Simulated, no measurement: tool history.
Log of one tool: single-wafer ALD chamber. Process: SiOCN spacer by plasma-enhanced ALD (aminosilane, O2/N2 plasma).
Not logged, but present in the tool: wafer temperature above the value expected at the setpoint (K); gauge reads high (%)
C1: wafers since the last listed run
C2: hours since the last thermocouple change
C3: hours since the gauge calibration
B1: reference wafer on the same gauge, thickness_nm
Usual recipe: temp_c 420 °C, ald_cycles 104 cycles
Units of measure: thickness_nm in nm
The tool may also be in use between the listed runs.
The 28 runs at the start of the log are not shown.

{"run": 29, "hour": 3247.5, "temp_c": 420, "ald_cycles": 104, "C1": 306, "C2": 1878, "C3": 772.5, "B1": 6.051, "thickness_nm": 5.277}
{"run": 30, "hour": 3298.5, "temp_c": 420, "ald_cycles": 104, "C1": 155, "C2": 1929, "C3": 823.5, "B1": 6.049, "thickness_nm": 5.299}
{"run": 31, "hour": 3341.8, "temp_c": 420, "ald_cycles": 104, "C1": 132, "C2": 1972.3, "C3": 866.8, "B1": 6.049, "thickness_nm": 5.316}
{"hour": 3386.5, "done": "thermocouple changed; heater temperature recalibrated"}
{"run": 32, "hour": 3432.8, "temp_c": 406, "ald_cycles": 120, "C1": 253, "C2": 46.3, "C3": 957.8, "B1": 6.048, "thickness_nm": 6.57}
{"run": 33, "hour": 3528.1, "temp_c": 420, "ald_cycles": 88, "C1": 290, "C2": 141.6, "C3": 1053.1, "B1": 6.052, "thickness_nm": 4.583}
{"run": 34, "hour": 3600.2, "temp_c": 405, "ald_cycles": 111, "C1": 220, "C2": 213.7, "C3": 1125.2, "B1": 6.054, "thickness_nm": 6.12}
{"run": 35, "hour": 3666.9, "temp_c": 432, "ald_cycles": 87, "C1": 203, "C2": 280.4, "C3": 1191.9, "B1": 6.05, "thickness_nm": 4.331}
{"run": 36, "hour": 3709.5, "temp_c": 420, "ald_cycles": 97, "C1": 130, "C2": 323, "C3": 1234.5, "B1": 6.045, "thickness_nm": 5.06}
{"run": 37, "hour": 3746.5, "temp_c": 408, "ald_cycles": 121, "C1": 112, "C2": 360, "C3": 1271.5, "B1": 6.049, "thickness_nm": 6.608}
{"run": 38, "hour": 3844.3, "temp_c": 420, "ald_cycles": 95, "C1": 298, "C2": 457.8, "C3": 1369.3, "B1": 6.052, "thickness_nm": 4.93}
{"run": 39, "hour": 3889.1, "temp_c": 405, "ald_cycles": 122, "C1": 136, "C2": 502.6, "C3": 1414.1, "B1": 6.052, "thickness_nm": 6.658}
{"run": 40, "hour": 3975.9, "temp_c": 410, "ald_cycles": 94, "C1": 264, "C2": 589.4, "C3": 1500.9, "B1": 6.052, "thickness_nm": 5.06}
{"run": 41, "hour": 4198.3, "temp_c": 407, "ald_cycles": 83, "C1": 678, "C2": 811.8, "C3": 1723.3, "B1": 6.049, "thickness_nm": 4.526}
{"run": 42, "hour": 4244.6, "temp_c": 413, "ald_cycles": 104, "C1": 141, "C2": 858.1, "C3": 1769.6, "B1": 6.052, "thickness_nm": 5.515}
{"run": 43, "hour": 4309.4, "temp_c": 409, "ald_cycles": 118, "C1": 197, "C2": 922.9, "C3": 1834.4, "B1": 6.048, "thickness_nm": 6.37}
{"run": 44, "hour": 4404.2, "temp_c": 407, "ald_cycles": 115, "C1": 289, "C2": 1017.7, "C3": 1929.2, "B1": 6.053, "thickness_nm": 6.212}
{"run": 45, "hour": 4495.3, "temp_c": 431, "ald_cycles": 84, "C1": 278, "C2": 1108.8, "C3": 2020.3, "B1": 6.051, "thickness_nm": 4.156}
{"run": 46, "hour": 4537.1, "temp_c": 420, "ald_cycles": 104, "C1": 127, "C2": 1150.6, "C3": 2062.1, "B1": 6.048, "thickness_nm": 5.345}
{"run": 47, "hour": 4618.4, "temp_c": 432, "ald_cycles": 84, "C1": 248, "C2": 1231.9, "C3": 2143.4, "B1": 6.049, "thickness_nm": 4.129}
{"run": 48, "hour": 4717.6, "temp_c": 408, "ald_cycles": 95, "C1": 302, "C2": 1331.1, "C3": 2242.6, "B1": 6.052, "thickness_nm": 5.116}

3 ways to go on from here, each from the tool as it stands after run 48. What would each give?
{"run": "A", "hour": 4718.2, "temp_c": 420, "ald_cycles": 104, "C1": 1, "C2": 1331.7, "C3": 2243.2, "B1": "?", "thickness_nm": "?"}
{"run": "B", "hour": 4718.2, "temp_c": 426, "ald_cycles": 95, "C1": 1, "C2": 1331.7, "C3": 2243.2, "B1": "?", "thickness_nm": "?"}
{"run": "C", "hour": 4718.2, "temp_c": 414, "ald_cycles": 104, "C1": 1, "C2": 1331.7, "C3": 2243.2, "B1": "?", "thickness_nm": "?"}

run=A B1=6.051 thickness_nm=5.34
run=B B1=6.051 thickness_nm=4.77
run=C B1=6.051 thickness_nm=5.458
What these runs would have given with no unlogged condition in the tool:
run=A thickness_nm=5.401
run=B thickness_nm=4.826
run=C thickness_nm=5.519
